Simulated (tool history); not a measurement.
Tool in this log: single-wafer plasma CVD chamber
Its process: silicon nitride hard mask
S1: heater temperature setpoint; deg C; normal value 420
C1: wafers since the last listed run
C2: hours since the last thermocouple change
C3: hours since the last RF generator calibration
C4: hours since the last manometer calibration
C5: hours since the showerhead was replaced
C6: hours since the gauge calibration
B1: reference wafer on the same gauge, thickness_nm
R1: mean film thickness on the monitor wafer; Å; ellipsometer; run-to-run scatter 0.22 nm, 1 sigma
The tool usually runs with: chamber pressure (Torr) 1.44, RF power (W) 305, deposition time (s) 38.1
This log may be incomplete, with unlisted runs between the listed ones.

run 1 hour=0.0 | S1=420 chamber_pressure_(Torr)=1.44 RF_power_(W)=305 deposition_time_(s)=38.1 | C1=0 C2=2248.3 C3=728.0 C4=2092.0 C5=8253.7 C6=56.9 | B1=42.014 | R1=359.33
run 2 hour=34.0 | S1=420 chamber_pressure_(Torr)=1.44 RF_power_(W)=305 deposition_time_(s)=38.1 | C1=553 C2=2282.3 C3=762.0 C4=2126.0 C5=8287.7 C6=90.9 | B1=41.990 | R1=356.50
run 3 hour=50.2 | S1=420 chamber_pressure_(Torr)=1.44 RF_power_(W)=305 deposition_time_(s)=38.1 | C1=263 C2=2298.5 C3=778.2 C4=2142.2 C5=8303.9 C6=107.1 | B1=42.027 | R1=359.00
run 4 hour=78.7 | S1=420 chamber_pressure_(Torr)=1.44 RF_power_(W)=305 deposition_time_(s)=38.1 | C1=464 C2=2327.0 C3=806.7 C4=2170.7 C5=8332.4 C6=135.6 | B1=41.938 | R1=355.67
run 5 hour=99.4 | S1=420 chamber_pressure_(Torr)=1.44 RF_power_(W)=305 deposition_time_(s)=38.1 | C1=337 C2=2347.7 C3=827.4 C4=2191.4 C5=8353.1 C6=156.3 | B1=41.970 | R1=350.46
-- hour=134.1 gauge calibrated
-- hour=142.4 showerhead replaced
-- hour=149.4 capacitance manometer re-zeroed and calibrated
-- hour=154.5 RF generator calibrated
run 6 hour=155.0 | S1=420 chamber_pressure_(Torr)=1.67 RF_power_(W)=305 deposition_time_(s)=38.1 | C1=577 C2=2403.3 C3=0.5 C4=5.6 C5=12.6 C6=20.9 | B1=41.957 | R1=401.33
run 7 hour=155.3 | S1=420 chamber_pressure_(Torr)=1.67 RF_power_(W)=305 deposition_time_(s)=38.1 | C1=4 C2=2403.6 C3=0.8 C4=5.9 C5=12.9 C6=21.2 | B1=41.985 | R1=401.31
run 8 hour=182.5 | S1=420 chamber_pressure_(Torr)=1.67 RF_power_(W)=305 deposition_time_(s)=38.1 | C1=443 C2=2430.8 C3=28.0 C4=33.1 C5=40.1 C6=48.4 | B1=41.952 | R1=402.66
run 9 hour=200.6 | S1=420 chamber_pressure_(Torr)=1.44 RF_power_(W)=305 deposition_time_(s)=33.6 | C1=294 C2=2448.9 C3=46.1 C4=51.2 C5=58.2 C6=66.5 | B1=42.048 | R1=329.33
-- hour=212.3 thermocouple changed; heater temperature recalibrated
run 10 hour=214.3 | S1=429 chamber_pressure_(Torr)=1.56 RF_power_(W)=320 deposition_time_(s)=38.1 | C1=92 C2=2.0 C3=59.8 C4=64.9 C5=71.9 C6=80.2 | B1=41.971 | R1=404.58
run 11 hour=237.7 | S1=429 chamber_pressure_(Torr)=1.54 RF_power_(W)=305 deposition_time_(s)=38.1 | C1=381 C2=25.4 C3=83.2 C4=88.3 C5=95.3 C6=103.6 | B1=41.992 | R1=382.14
run 12 hour=272.7 | S1=420 chamber_pressure_(Torr)=1.44 RF_power_(W)=305 deposition_time_(s)=38.1 | C1=570 C2=60.4 C3=118.2 C4=123.3 C5=130.3 C6=138.6 | B1=41.980 | R1=375.00
run 13 hour=289.8 | S1=425 chamber_pressure_(Torr)=1.15 RF_power_(W)=280 deposition_time_(s)=31.9 | C1=278 C2=77.5 C3=135.3 C4=140.4 C5=147.4 C6=155.7 | B1=42.007 | R1=260.50
run 14 hour=321.1 | S1=420 chamber_pressure_(Torr)=1.35 RF_power_(W)=265 deposition_time_(s)=38.1 | C1=509 C2=108.8 C3=166.6 C4=171.7 C5=178.7 C6=187.0 | B1=41.992 | R1=326.41
run 15 hour=335.5 | S1=412 chamber_pressure_(Torr)=1.22 RF_power_(W)=305 deposition_time_(s)=38.1 | C1=234 C2=123.2 C3=181.0 C4=186.1 C5=193.1 C6=201.4 | B1=42.012 | R1=346.44
run 16 hour=357.7 | S1=426 chamber_pressure_(Torr)=1.44 RF_power_(W)=250 deposition_time_(s)=38.1 | C1=361 C2=145.4 C3=203.2 C4=208.3 C5=215.3 C6=223.6 | B1=41.976 | R1=319.18
-- hour=359.2 gauge calibrated
run 17 hour=377.6 | S1=430 chamber_pressure_(Torr)=1.28 RF_power_(W)=305 deposition_time_(s)=38.1 | C1=324 C2=165.3 C3=223.1 C4=228.2 C5=235.2 C6=18.4 | B1=41.999 | R1=348.51
run 18 hour=394.7 | S1=420 chamber_pressure_(Torr)=1.44 RF_power_(W)=305 deposition_time_(s)=38.1 | C1=278 C2=182.4 C3=240.2 C4=245.3 C5=252.3 C6=35.5 | B1=42.003 | R1=375.23

Table of differences, measured result less the result of that run with no hidden state. Run-to-run variation is the same in both. Gauge scatter possibly is not:
Hidden conditions of the tool in this case: wafer temperature above the value expected at the setpoint (K); delivered RF power above the setpoint (%); true pressure above the setpoint (%); gauge reads high (%).
run=1 R1=-19.51
run=2 R1=-21.12
run=3 R1=-22.15
run=4 R1=-23.54
run=5 R1=-24.39
run=6 R1=-1.74
run=7 R1=-1.75
run=8 R1=-1.78
run=9 R1=-1.49
run=10 R1=-1.88
run=11 R1=-1.89
run=12 R1=-2.07
run=13 R1=-1.58
run=14 R1=-2.33
run=15 R1=-2.46
run=16 R1=-2.67
run=17 R1=-2.97
run=18 R1=-3.45

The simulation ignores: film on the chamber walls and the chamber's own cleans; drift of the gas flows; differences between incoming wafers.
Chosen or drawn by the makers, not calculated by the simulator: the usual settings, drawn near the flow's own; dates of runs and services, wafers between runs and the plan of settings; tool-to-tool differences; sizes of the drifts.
